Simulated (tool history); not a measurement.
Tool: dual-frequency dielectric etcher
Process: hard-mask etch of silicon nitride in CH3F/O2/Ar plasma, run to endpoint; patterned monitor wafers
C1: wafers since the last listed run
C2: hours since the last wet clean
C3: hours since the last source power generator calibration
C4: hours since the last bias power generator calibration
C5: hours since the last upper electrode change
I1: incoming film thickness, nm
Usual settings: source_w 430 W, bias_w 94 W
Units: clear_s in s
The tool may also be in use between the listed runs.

run 1 hour=0 | source_w=460 bias_w=94 | C1=0 C2=339.5 C3=54.7 C4=2083.8 C5=2061.5 | I1=30.72 | clear_s=40.4
run 2 hour=56.3 | source_w=460 bias_w=94 | C1=880 C2=395.8 C3=111 C4=2140.1 C5=2117.8 | I1=30.69 | clear_s=40.4
run 3 hour=110.5 | source_w=460 bias_w=94 | C1=847 C2=450 C3=165.2 C4=2194.3 C5=2172 | I1=30.85 | clear_s=40.2
run 4 hour=158.9 | source_w=430 bias_w=94 | C1=757 C2=498.4 C3=213.6 C4=2242.7 C5=2220.4 | I1=30.86 | clear_s=41.5
run 5 hour=220.3 | source_w=430 bias_w=94 | C1=960 C2=559.8 C3=275 C4=2304.1 C5=2281.8 | I1=30.67 | clear_s=41.3
run 6 hour=274.5 | source_w=430 bias_w=94 | C1=847 C2=614 C3=329.2 C4=2358.3 C5=2336 | I1=30.74 | clear_s=41.6
run 7 hour=321.4 | source_w=430 bias_w=94 | C1=733 C2=660.9 C3=376.1 C4=2405.2 C5=2382.9 | I1=31.06 | clear_s=41.9
run 8 hour=373.8 | source_w=430 bias_w=94 | C1=819 C2=713.3 C3=428.5 C4=2457.6 C5=2435.3 | I1=30.59 | clear_s=41.2
-- hour=439.9 wet clean of the chamber
run 9 hour=440.4 | source_w=430 bias_w=94 | C1=666 C2=0.5 C3=495.1 C4=2524.2 C5=2501.9 | I1=30.71 | clear_s=40.8
run 10 hour=527.5 | source_w=430 bias_w=94 | C1=1362 C2=87.6 C3=582.2 C4=2611.3 C5=2589 | I1=30.4 | clear_s=40.4
run 11 hour=634.9 | source_w=450 bias_w=104 | C1=1680 C2=195 C3=689.6 C4=2718.7 C5=2696.4 | I1=30.59 | clear_s=38.6
-- hour=662.6 upper electrode replaced
run 12 hour=730.4 | source_w=450 bias_w=104 | C1=1118 C2=290.5 C3=785.1 C4=2814.2 C5=67.8 | I1=30.84 | clear_s=38.9
run 13 hour=834.8 | source_w=510 bias_w=83 | C1=1633 C2=394.9 C3=889.5 C4=2918.6 C5=172.2 | I1=30.74 | clear_s=40.3
run 14 hour=893.7 | source_w=380 bias_w=73 | C1=921 C2=453.8 C3=948.4 C4=2977.5 C5=231.1 | I1=30.69 | clear_s=46.8
run 15 hour=953.7 | source_w=430 bias_w=94 | C1=938 C2=513.8 C3=1008.4 C4=3037.5 C5=291.1 | I1=30.51 | clear_s=41
-- hour=1080.9 wet clean of the chamber
run 16 hour=1081.4 | source_w=530 bias_w=72 | C1=1622 C2=0.5 C3=1136.1 C4=3165.2 C5=418.8 | I1=30.97 | clear_s=41.7
run 17 hour=1148.8 | source_w=430 bias_w=94 | C1=1054 C2=67.9 C3=1203.5 C4=3232.6 C5=486.2 | I1=30.77 | clear_s=40.8
run 18 hour=1256.7 | source_w=480 bias_w=111 | C1=1688 C2=175.8 C3=1311.4 C4=3340.5 C5=594.1 | I1=30.62 | clear_s=37.3
run 19 hour=1297.3 | source_w=490 bias_w=84 | C1=635 C2=216.4 C3=1352 C4=3381.1 C5=634.7 | I1=30.61 | clear_s=40.5
run 20 hour=1398 | source_w=390 bias_w=84 | C1=1575 C2=317.1 C3=1452.7 C4=3481.8 C5=735.4 | I1=30.48 | clear_s=43.6
run 21 hour=1503.2 | source_w=430 bias_w=94 | C1=1645 C2=422.3 C3=1557.9 C4=3587 C5=840.6 | I1=30.82 | clear_s=41.5
-- hour=1531.7 source power generator calibrated
run 22 hour=1563.7 | source_w=380 bias_w=109 | C1=883 C2=482.8 C3=32 C4=3647.5 C5=901.1 | I1=30.58 | clear_s=41
run 23 hour=1650.3 | source_w=430 bias_w=94 | C1=1354 C2=569.4 C3=118.6 C4=3734.1 C5=987.7 | I1=30.64 | clear_s=41.3
run 24 hour=1703.6 | source_w=430 bias_w=82 | C1=833 C2=622.7 C3=171.9 C4=3787.4 C5=1041 | I1=30.69 | clear_s=43.6
-- hour=1722.2 bias power generator calibrated
-- hour=1749.5 wet clean of the chamber
run 25 hour=1769 | source_w=430 bias_w=86 | C1=585 C2=19.5 C3=237.3 C4=46.8 C5=1106.4 | I1=31.07 | clear_s=42.3
run 26 hour=1868.4 | source_w=430 bias_w=104 | C1=1555 C2=118.9 C3=336.7 C4=146.2 C5=1205.8 | I1=30.83 | clear_s=39.3
run 27 hour=2192.2 | source_w=330 bias_w=77 | C1=5065 C2=442.7 C3=660.5 C4=470 C5=1529.6 | I1=30.71 | clear_s=47.8
run 28 hour=2286.5 | source_w=510 bias_w=104 | C1=1475 C2=537 C3=754.8 C4=564.3 C5=1623.9 | I1=30.8 | clear_s=37.7
-- hour=2408.5 wet clean of the chamber
run 29 hour=2409 | source_w=430 bias_w=94 | C1=1540 C2=0.5 C3=877.3 C4=686.8 C5=1746.4 | I1=30.65 | clear_s=40.6

Forecast run 30:
run 30 hour=2423.4 | source_w=380 bias_w=72 | C1=225 C2=14.9 C3=891.7 C4=701.2 C5=1760.8 | I1=30.52 | clear_s=?

{"run 30": {"clear_s": 46.3}}
Without the tool's hidden state the same run would have given clear_s 46.1 s.
